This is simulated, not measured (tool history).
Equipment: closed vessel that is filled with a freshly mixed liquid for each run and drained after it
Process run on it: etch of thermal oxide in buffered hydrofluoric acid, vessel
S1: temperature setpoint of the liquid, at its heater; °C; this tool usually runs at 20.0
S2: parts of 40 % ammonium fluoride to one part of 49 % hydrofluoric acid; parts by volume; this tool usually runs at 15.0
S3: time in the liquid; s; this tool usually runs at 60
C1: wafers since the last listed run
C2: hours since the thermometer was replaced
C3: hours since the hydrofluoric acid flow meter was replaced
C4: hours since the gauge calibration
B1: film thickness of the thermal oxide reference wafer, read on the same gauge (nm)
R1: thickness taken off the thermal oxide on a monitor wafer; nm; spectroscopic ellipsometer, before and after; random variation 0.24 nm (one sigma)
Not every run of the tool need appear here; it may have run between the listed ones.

{"run": 1, "hour": 0.0, "S1": 20.0, "S2": 18.0, "S3": 60, "C1": 0, "C2": 1215.0, "C3": 1856.4, "C4": 2121.5, "B1": 140.0, "R1": 32.32}
{"run": 2, "hour": 274.1, "S1": 20.0, "S2": 15.0, "S3": 60, "C1": 35196, "C2": 1489.1, "C3": 2130.5, "C4": 2395.6, "B1": 140.04, "R1": 38.7}
{"run": 3, "hour": 334.9, "S1": 20.0, "S2": 16.5, "S3": 60, "C1": 7807, "C2": 1549.9, "C3": 2191.3, "C4": 2456.4, "B1": 140.0, "R1": 35.14}
{"run": 4, "hour": 400.1, "S1": 20.0, "S2": 16.5, "S3": 60, "C1": 8372, "C2": 1615.1, "C3": 2256.5, "C4": 2521.6, "B1": 140.01, "R1": 35.27}
{"run": 5, "hour": 474.0, "S1": 20.0, "S2": 16.5, "S3": 60, "C1": 9489, "C2": 1689.0, "C3": 2330.4, "C4": 2595.5, "B1": 140.02, "R1": 35.02}
{"hour": 547.4, "done": "thermometer replaced"}
{"run": 6, "hour": 575.0, "S1": 20.0, "S2": 15.0, "S3": 60, "C1": 12840, "C2": 27.6, "C3": 2431.4, "C4": 2696.5, "B1": 140.01, "R1": 38.45}
{"run": 7, "hour": 639.2, "S1": 20.0, "S2": 15.0, "S3": 80, "C1": 8243, "C2": 91.8, "C3": 2495.6, "C4": 2760.7, "B1": 140.01, "R1": 51.37}
{"hour": 663.6, "done": "hydrofluoric acid flow meter replaced"}
{"run": 8, "hour": 682.8, "S1": 20.0, "S2": 15.0, "S3": 80, "C1": 5470, "C2": 135.4, "C3": 19.2, "C4": 2804.3, "B1": 140.0, "R1": 50.62}
{"run": 9, "hour": 774.4, "S1": 20.0, "S2": 15.0, "S3": 80, "C1": 11762, "C2": 227.0, "C3": 110.8, "C4": 2895.9, "B1": 139.96, "R1": 50.6}
{"run": 10, "hour": 831.5, "S1": 20.0, "S2": 15.0, "S3": 60, "C1": 7332, "C2": 284.1, "C3": 167.9, "C4": 2953.0, "B1": 140.02, "R1": 38.01}
{"run": 11, "hour": 875.4, "S1": 21.5, "S2": 15.0, "S3": 60, "C1": 5637, "C2": 328.0, "C3": 211.8, "C4": 2996.9, "B1": 140.01, "R1": 40.95}
{"hour": 919.1, "done": "gauge calibrated"}
{"run": 12, "hour": 964.2, "S1": 20.0, "S2": 15.0, "S3": 60, "C1": 11402, "C2": 416.8, "C3": 300.6, "C4": 45.1, "B1": 140.0, "R1": 37.59}
{"run": 13, "hour": 1045.1, "S1": 20.0, "S2": 15.0, "S3": 60, "C1": 10388, "C2": 497.7, "C3": 381.5, "C4": 126.0, "B1": 139.96, "R1": 37.3}
{"run": 14, "hour": 1140.3, "S1": 20.0, "S2": 15.0, "S3": 60, "C1": 12224, "C2": 592.9, "C3": 476.7, "C4": 221.2, "B1": 140.01, "R1": 37.32}
{"hour": 1192.6, "done": "hydrofluoric acid flow meter replaced, repeated, since the last time left the tool worse"}
{"run": 15, "hour": 1247.1, "S1": 22.0, "S2": 12.0, "S3": 45, "C1": 13585, "C2": 699.7, "C3": 54.5, "C4": 328.0, "B1": 140.01, "R1": 41.53}
{"run": 16, "hour": 1342.6, "S1": 20.0, "S2": 11.5, "S3": 60, "C1": 12263, "C2": 795.2, "C3": 150.0, "C4": 423.5, "B1": 140.0, "R1": 51.61}
{"run": 17, "hour": 1397.7, "S1": 20.0, "S2": 15.0, "S3": 60, "C1": 7075, "C2": 850.3, "C3": 205.1, "C4": 478.6, "B1": 139.99, "R1": 39.22}
{"run": 18, "hour": 1460.2, "S1": 17.0, "S2": 15.0, "S3": 35, "C1": 8025, "C2": 912.8, "C3": 267.6, "C4": 541.1, "B1": 139.97, "R1": 19.67}
{"run": 19, "hour": 1528.9, "S1": 20.0, "S2": 10.5, "S3": 85, "C1": 8821, "C2": 981.5, "C3": 336.3, "C4": 609.8, "B1": 140.04, "R1": 78.81}
{"run": 20, "hour": 1633.0, "S1": 18.5, "S2": 17.0, "S3": 60, "C1": 13367, "C2": 1085.6, "C3": 440.4, "C4": 713.9, "B1": 140.0, "R1": 31.53}
{"run": 21, "hour": 1716.0, "S1": 20.0, "S2": 15.0, "S3": 60, "C1": 10657, "C2": 1168.6, "C3": 523.4, "C4": 796.9, "B1": 139.97, "R1": 39.37}
{"run": 22, "hour": 1802.1, "S1": 17.5, "S2": 15.0, "S3": 80, "C1": 11056, "C2": 1254.7, "C3": 609.5, "C4": 883.0, "B1": 140.0, "R1": 45.46}
{"run": 23, "hour": 1842.4, "S1": 20.0, "S2": 15.0, "S3": 60, "C1": 5174, "C2": 1295.0, "C3": 649.8, "C4": 923.3, "B1": 140.0, "R1": 39.4}
{"run": 24, "hour": 1901.2, "S1": 18.0, "S2": 10.0, "S3": 30, "C1": 7550, "C2": 1353.8, "C3": 708.6, "C4": 982.1, "B1": 140.01, "R1": 26.0}
{"run": 25, "hour": 2002.2, "S1": 20.0, "S2": 15.0, "S3": 60, "C1": 12969, "C2": 1454.8, "C3": 809.6, "C4": 1083.1, "B1": 139.99, "R1": 39.2}
{"run": 26, "hour": 2056.3, "S1": 24.5, "S2": 13.0, "S3": 85, "C1": 6946, "C2": 1508.9, "C3": 863.7, "C4": 1137.2, "B1": 139.99, "R1": 82.5}
{"run": 27, "hour": 2260.4, "S1": 17.5, "S2": 20.5, "S3": 60, "C1": 26208, "C2": 1713.0, "C3": 1067.8, "C4": 1341.3, "B1": 139.99, "R1": 25.08}
{"run": 28, "hour": 2322.4, "S1": 17.0, "S2": 9.5, "S3": 40, "C1": 7961, "C2": 1775.0, "C3": 1129.8, "C4": 1403.3, "B1": 139.99, "R1": 34.02}
{"hour": 2358.0, "done": "thermometer replaced"}
{"run": 29, "hour": 2421.2, "S1": 17.0, "S2": 20.0, "S3": 35, "C1": 12558, "C2": 63.2, "C3": 1228.6, "C4": 1502.1, "B1": 139.99, "R1": 14.67}
{"run": 30, "hour": 2460.6, "S1": 22.0, "S2": 19.0, "S3": 80, "C1": 5059, "C2": 102.6, "C3": 1268.0, "C4": 1541.5, "B1": 140.0, "R1": 46.12}
{"run": 31, "hour": 2529.5, "S1": 22.5, "S2": 15.0, "S3": 60, "C1": 8847, "C2": 171.5, "C3": 1336.9, "C4": 1610.4, "B1": 140.01, "R1": 44.17}
{"run": 32, "hour": 2568.7, "S1": 20.0, "S2": 15.0, "S3": 60, "C1": 5033, "C2": 210.7, "C3": 1376.1, "C4": 1649.6, "B1": 140.02, "R1": 39.08}
{"run": 33, "hour": 2660.3, "S1": 24.5, "S2": 15.0, "S3": 50, "C1": 11762, "C2": 302.3, "C3": 1467.7, "C4": 1741.2, "B1": 140.02, "R1": 41.69}
{"run": 34, "hour": 2771.7, "S1": 24.5, "S2": 13.0, "S3": 90, "C1": 14304, "C2": 413.7, "C3": 1579.1, "C4": 1852.6, "B1": 140.02, "R1": 86.01}

Results for each run, recomputed without the tool's hidden state and with each run's random variation untouched:
The hidden state here: liquid hotter than its thermometer reads (K); hydrofluoric acid flow below the setpoint (%); gauge reads high (%).
run=1 R1=33.09
run=2 R1=39.77
run=3 R1=36.15
run=4 R1=36.30
run=5 R1=36.08
run=6 R1=39.67
run=7 R1=53.04
run=8 R1=53.30
run=9 R1=53.34
run=10 R1=40.10
run=11 R1=43.23
run=12 R1=39.73
run=13 R1=39.46
run=14 R1=39.53
run=15 R1=41.76
run=16 R1=51.96
run=17 R1=39.52
run=18 R1=19.83
run=19 R1=79.53
run=20 R1=31.86
run=21 R1=39.83
run=22 R1=46.04
run=23 R1=39.92
run=24 R1=26.36
run=25 R1=39.80
run=26 R1=83.81
run=27 R1=25.41
run=28 R1=34.44
run=29 R1=14.88
run=30 R1=47.10
run=31 R1=45.14
run=32 R1=39.96
run=33 R1=42.68
run=34 R1=88.17

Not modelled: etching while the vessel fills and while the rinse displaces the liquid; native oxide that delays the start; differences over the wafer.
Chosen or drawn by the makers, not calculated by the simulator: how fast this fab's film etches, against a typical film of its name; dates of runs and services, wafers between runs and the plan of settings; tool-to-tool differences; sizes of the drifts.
